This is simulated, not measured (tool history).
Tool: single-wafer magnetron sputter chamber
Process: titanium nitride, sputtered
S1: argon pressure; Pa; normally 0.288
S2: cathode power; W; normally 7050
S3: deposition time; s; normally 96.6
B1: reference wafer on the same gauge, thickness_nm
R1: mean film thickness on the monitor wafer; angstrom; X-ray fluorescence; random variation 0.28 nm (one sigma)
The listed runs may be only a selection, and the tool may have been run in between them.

Run 1, hour 0: usual settings; B1 127.029. Result: R1 1332.46 angstrom.
Run 2, hour 20.9: usual settings; B1 126.954. Result: R1 1331.56 angstrom.
Run 3, hour 38.2: usual settings; B1 127.058. Result: R1 1331.62 angstrom.
Run 4, hour 71.5: usual settings; B1 127.007. Result: R1 1326.79 angstrom.
Run 5, hour 86.5: usual settings; B1 126.97. Result: R1 1327.77 angstrom.
Run 6, hour 101: usual settings; B1 127.015. Result: R1 1329.3 angstrom.
Run 7, hour 131.6: usual settings but S3 108.2 s; B1 126.974. Result: R1 1486.27 angstrom.
Run 8, hour 158.9: usual settings but S3 108.2 s; B1 127.017. Result: R1 1485.64 angstrom.
Run 9, hour 183.8: usual settings; B1 126.987. Result: R1 1331.04 angstrom.
Run 10, hour 197.4: usual settings; B1 126.998. Result: R1 1329.26 angstrom.
Run 11, hour 212.6: usual settings; B1 127.002. Result: R1 1325.73 angstrom.
At hour 220.7: capacitance manometer re-zeroed and calibrated.
Run 12, hour 224.7: usual settings; B1 126.974. Result: R1 1369.91 angstrom.
Run 13, hour 254.5: usual settings but S1 0.372 Pa; B1 126.923. Result: R1 1343.03 angstrom.
At hour 256.9: gauge calibrated.
At hour 274.4: sputter target and shields replaced.
Run 14, hour 278.4: usual settings but S1 0.372 Pa; B1 126.925. Result: R1 1336.71 angstrom.
Run 15, hour 296.2: usual settings; B1 126.995. Result: R1 1370.01 angstrom.
Run 16, hour 314.6: usual settings; B1 126.979. Result: R1 1374.35 angstrom.
Run 17, hour 341.4: usual settings but S1 0.373 Pa; B1 126.918. Result: R1 1341.08 angstrom.
Run 18, hour 357.3: usual settings but S1 0.354 Pa, S2 5650 W, S3 115 s; B1 127.034. Result: R1 1282.9 angstrom.
At hour 382.5: capacitance manometer re-zeroed and calibrated, repeated, since the last time left the tool worse.
Run 19, hour 393: usual settings but S1 0.344 Pa, S3 83.4 s; B1 127.005. Result: R1 1136.02 angstrom.
Run 20, hour 415.9: usual settings but S2 5450 W, S3 80.3 s; B1 126.98. Result: R1 863.7 angstrom.
Run 21, hour 451.9: usual settings but S1 0.257 Pa, S2 6250 W, S3 78 s; B1 126.971. Result: R1 973 angstrom.
Run 22, hour 486.9: usual settings; B1 127.028. Result: R1 1345.39 angstrom.
At hour 512: magnet pack replaced.
Run 23, hour 514.8: usual settings but S1 0.2 Pa, S2 5750 W, S3 80.6 s; B1 126.999. Result: R1 947.66 angstrom.
Run 24, hour 550.4: usual settings but S1 0.224 Pa, S2 5700 W, S3 90 s; B1 126.98. Result: R1 1041.14 angstrom.
Run 25, hour 584.3: usual settings; B1 127.032. Result: R1 1338.2 angstrom.
Run 26, hour 605.7: usual settings; B1 127.025. Result: R1 1346.16 angstrom.
Run 27, hour 623.9: usual settings but S1 0.211 Pa, S2 8600 W, S3 86.5 s; B1 126.936. Result: R1 1512.97 angstrom.
Run 28, hour 659.2: usual settings; B1 126.956. Result: R1 1345.26 angstrom.
Run 29, hour 686.3: usual settings but S2 7800 W, S3 107.3 s; B1 127.056. Result: R1 1652.77 angstrom.

Pick out some run-to-run changes in R1. Of each, how much would a tool without hidden state show as well, from the settings, what came in and chance, and how much is left for the hidden state and any gauge scatter not in both results compared?
The tool's hidden condition here consists of: deposition rate above that of a new target (%); true argon pressure above the setpoint (%); gauge reads high (%).
Run 11 -> 12: capacitance manometer re-zeroed and calibrated. R1 +44.18 angstrom: hidden state +47.25, all else -3.07.
Run 18 -> 19: S1 0.354 -> 0.344, S2 5650 -> 7050, S3 115 -> 83.4, capacitance manometer re-zeroed and calibrated, repeated, since the last time left the tool worse. R1 -146.88 angstrom: hidden state -32.64, all else -114.24.
Run 21 -> 22: S1 0.257 -> 0.288, S2 6250 -> 7050, S3 78 -> 96.6. R1 +372.39 angstrom: hidden state -0.06, all else +372.45.
Run 22 -> 23: S1 0.288 -> 0.2, S2 7050 -> 5750, S3 96.6 -> 80.6, magnet pack replaced. R1 -397.73 angstrom: hidden state -0.04, all else -397.69.

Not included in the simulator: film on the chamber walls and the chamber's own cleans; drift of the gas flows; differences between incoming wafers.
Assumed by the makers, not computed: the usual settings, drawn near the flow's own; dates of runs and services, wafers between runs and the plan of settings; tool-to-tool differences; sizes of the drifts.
